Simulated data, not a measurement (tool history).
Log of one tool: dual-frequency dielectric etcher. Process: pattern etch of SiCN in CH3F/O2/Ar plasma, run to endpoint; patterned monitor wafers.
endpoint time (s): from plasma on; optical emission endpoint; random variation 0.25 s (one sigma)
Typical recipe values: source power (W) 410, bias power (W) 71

| run | hour | source power (W) | bias power (W) | wafers since the last listed run | hours since the last wet clean | hours since the last source power generator calibration | hours since the last bias power generator calibration | hours since the last upper electrode change | incoming incoming film thickness, nm | endpoint time (s) |
|---|---|---|---|---|---|---|---|---|---|---|
| 1 | 0 | 410 | 71 | 0 | 139.5 | 1630.5 | 3960.5 | 1300.5 | 11.36 | 30.5 |
| 2 | 70.7 | 410 | 71 | 1500 | 210.2 | 1701.2 | 4031.2 | 1371.2 | 11.23 | 29.3 |
| 3 | 135.1 | 380 | 71 | 1366 | 274.6 | 1765.6 | 4095.6 | 1435.6 | 11.42 | 30.8 |
| 4 | 205.5 | 380 | 71 | 1493 | 345 | 1836 | 4166 | 1506 | 11.2 | 29.8 |
| 5 | 274.9 | 410 | 71 | 1472 | 414.4 | 1905.4 | 4235.4 | 1575.4 | 11.28 | 28.8 |
| 6 | 321.4 | 410 | 71 | 986 | 460.9 | 1951.9 | 4281.9 | 1621.9 | 11.27 | 28.8 |
| 7 | 349.9 | 410 | 71 | 604 | 489.4 | 1980.4 | 4310.4 | 1650.4 | 11.26 | 28.9 |
| 8 | 418.8 | 410 | 71 | 1462 | 558.3 | 2049.3 | 4379.3 | 1719.3 | 11.29 | 28.9 |
|  | 470.4 | wet clean of the chamber |
| 9 | 471.8 | 410 | 71 | 615 | 1.4 | 2102.3 | 4432.3 | 1772.3 | 11.31 | 30.2 |
| 10 | 506.8 | 410 | 71 | 742 | 36.4 | 2137.3 | 4467.3 | 1807.3 | 11.33 | 30.5 |
| 11 | 540.8 | 410 | 71 | 721 | 70.4 | 2171.3 | 4501.3 | 1841.3 | 11.35 | 30.7 |
| 12 | 581.5 | 410 | 65 | 863 | 111.1 | 2212 | 4542 | 1882 | 11.38 | 31.9 |
| 13 | 612.5 | 410 | 65 | 657 | 142.1 | 2243 | 4573 | 1913 | 11.4 | 31.8 |
| 14 | 660.8 | 370 | 88 | 1024 | 190.4 | 2291.3 | 4621.3 | 1961.3 | 11.33 | 27.6 |
| 15 | 730.6 | 370 | 63 | 1481 | 260.2 | 2361.1 | 4691.1 | 2031.1 | 11.24 | 33.2 |
| 16 | 801.2 | 410 | 64 | 1498 | 330.8 | 2431.7 | 4761.7 | 2101.7 | 11.27 | 31.6 |
|  | 845.9 | source power generator calibrated |
| 17 | 857 | 500 | 78 | 1099 | 386.6 | 11.1 | 4817.5 | 2157.5 | 11.31 | 25.7 |
| 18 | 885.5 | 500 | 78 | 604 | 415.1 | 39.6 | 4846 | 2186 | 11.24 | 25.5 |
|  | 933.4 | bias power generator calibrated |
|  | 940.1 | upper electrode replaced |
| 19 | 940.6 | 370 | 78 | 941 | 470.2 | 94.7 | 7.2 | 0.5 | 11.33 | 28.9 |
|  | 978.2 | wet clean of the chamber |
| 20 | 1021.7 | 500 | 78 | 1211 | 43.5 | 175.8 | 88.3 | 81.6 | 11.28 | 26.6 |
| 21 | 1088.7 | 440 | 88 | 1421 | 110.5 | 242.8 | 155.3 | 148.6 | 11.36 | 25.8 |
| 22 | 1144.5 | 440 | 84 | 1184 | 166.3 | 298.6 | 211.1 | 204.4 | 11.43 | 26.6 |
| 23 | 1189.8 | 360 | 64 | 961 | 211.6 | 343.9 | 256.4 | 249.7 | 11.29 | 33.1 |
| 24 | 1251.1 | 350 | 83 | 1300 | 272.9 | 405.2 | 317.7 | 311 | 11.37 | 29.3 |
| 25 | 1441.7 | 380 | 59 | 4044 | 463.5 | 595.8 | 508.3 | 501.6 | 11.32 | 33.5 |
| 26 | 1512.7 | 410 | 71 | 1506 | 534.5 | 666.8 | 579.3 | 572.6 | 11.41 | 29.4 |
| 27 | 1551.9 | 460 | 85 | 831 | 573.7 | 706 | 618.5 | 611.8 | 11.32 | 24.9 |

Below, some changes in endpoint time (s) between adjacent runs. For each, the amount present without the hidden state too (settings, incoming material, random variation) and the amount remaining for the hidden state with gauge scatter not shared by both compared results:
Hidden state present: etch rate over this chamber's usual, %; source power that arrives over what is set, %; bias power that arrives over what is set, %.
Run 8 -> 9: wet clean of the chamber. endpoint time (s) +1.3: hidden state +1.5, all else -0.2.
Run 16 -> 17: source power (W) 410 -> 500, bias power (W) 64 -> 78, source power generator calibrated. endpoint time (s) -5.9: hidden state +0, all else -5.9.
Run 19 -> 20: source power (W) 370 -> 500, wet clean of the chamber. endpoint time (s) -2.3: hidden state +1, all else -3.3.
Run 22 -> 23: source power (W) 440 -> 360, bias power (W) 84 -> 64. endpoint time (s) +6.5: hidden state -0.3, all else +6.8.
